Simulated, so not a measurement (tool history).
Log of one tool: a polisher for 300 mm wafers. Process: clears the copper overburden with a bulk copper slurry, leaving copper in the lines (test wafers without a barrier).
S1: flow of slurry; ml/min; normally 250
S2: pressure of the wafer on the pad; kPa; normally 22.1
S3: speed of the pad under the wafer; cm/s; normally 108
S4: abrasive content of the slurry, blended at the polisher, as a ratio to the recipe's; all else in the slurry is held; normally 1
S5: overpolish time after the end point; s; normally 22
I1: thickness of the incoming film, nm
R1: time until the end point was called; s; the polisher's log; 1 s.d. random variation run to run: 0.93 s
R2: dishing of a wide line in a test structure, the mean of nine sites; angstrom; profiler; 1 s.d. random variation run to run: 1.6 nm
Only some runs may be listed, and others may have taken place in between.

run	hour	S1	S2	S3	S4	S5	I1	R1	R2
1	0	250	22.1	86	1	22	756.7	76.2	840
2	43.7	250	22.1	86	1	22	764.8	80.2	836
3	121.9	250	22.1	86	1	22	764.2	76.7	822
4	212.2	250	22.1	108	1	22	751	59.7	899
5	251.2	250	22.1	108	1	22	748.4	59.8	867
6	427.1	250	22.1	108	1	22	765.3	63.7	907
7	507	250	22.1	108	1	22	749.5	58.9	893
8	767.4	250	22.1	108	1	22	758.8	62	904
9	815.9	250	22.1	108	1	22	748.5	59.1	891
10	857.6	250	22.1	108	1	22	759.7	62	877
11	930.9	310	22.1	108	1.15	22	756.2	57.6	906
12	989.2	280	22.1	136	1.1	13	754.3	45.7	828
13	1087.2	250	24.8	80	0.75	16	760.4	80.2	726
14	1154	225	24.1	108	0.85	11	749.2	58.9	719
15	1452	250	22.1	108	1	22	769.2	62.3	897
16	1513.7	250	26.9	108	1.25	10	751.5	46.7	721
17	1566.4	250	22.1	108	1	22	770.3	61.4	882
18	1658.5	340	22.1	108	1	10	743.6	57.1	652
19	1697.9	340	20	108	0.85	22	770.3	68.6	853
20	1773.6	250	25.5	108	1.1	22	746.2	50.7	957
21	1865.2	280	22.1	108	1	22	758.5	61.7	881

Put back what was entered between runs (12 entries, withheld): which listed runs does each sit between, and how does the hidden state differ from the listed run before to the listed run after?
From run 3 to run 4: slurry blender recalibrated (hour 170)
  no difference in the tool's unlogged condition between these two runs
From run 5 to run 6: worn pad replaced by a new one (hour 310.4)
  no difference in the tool's unlogged condition between these two runs
From run 7 to run 8: slurry blender recalibrated (hour 635.9); worn pad replaced by a new one (hour 722.2); head pressure recalibrated (hour 766.9)
  no difference in the tool's unlogged condition between these two runs
From run 10 to run 11: slurry nozzle cleaned (hour 925.8)
  no difference in the tool's unlogged condition between these two runs
From run 12 to run 13: worn pad replaced by a new one (hour 1058.2)
  no difference in the tool's unlogged condition between these two runs
From run 13 to run 14: slurry blender recalibrated (hour 1148.4)
  no difference in the tool's unlogged condition between these two runs
From run 14 to run 15: worn pad replaced by a new one (hour 1376.3)
  no difference in the tool's unlogged condition between these two runs
From run 19 to run 20: slurry nozzle cleaned (hour 1701.8); slurry blender recalibrated (hour 1717.1); worn pad replaced by a new one (hour 1723.7)
  no difference in the tool's unlogged condition between these two runs

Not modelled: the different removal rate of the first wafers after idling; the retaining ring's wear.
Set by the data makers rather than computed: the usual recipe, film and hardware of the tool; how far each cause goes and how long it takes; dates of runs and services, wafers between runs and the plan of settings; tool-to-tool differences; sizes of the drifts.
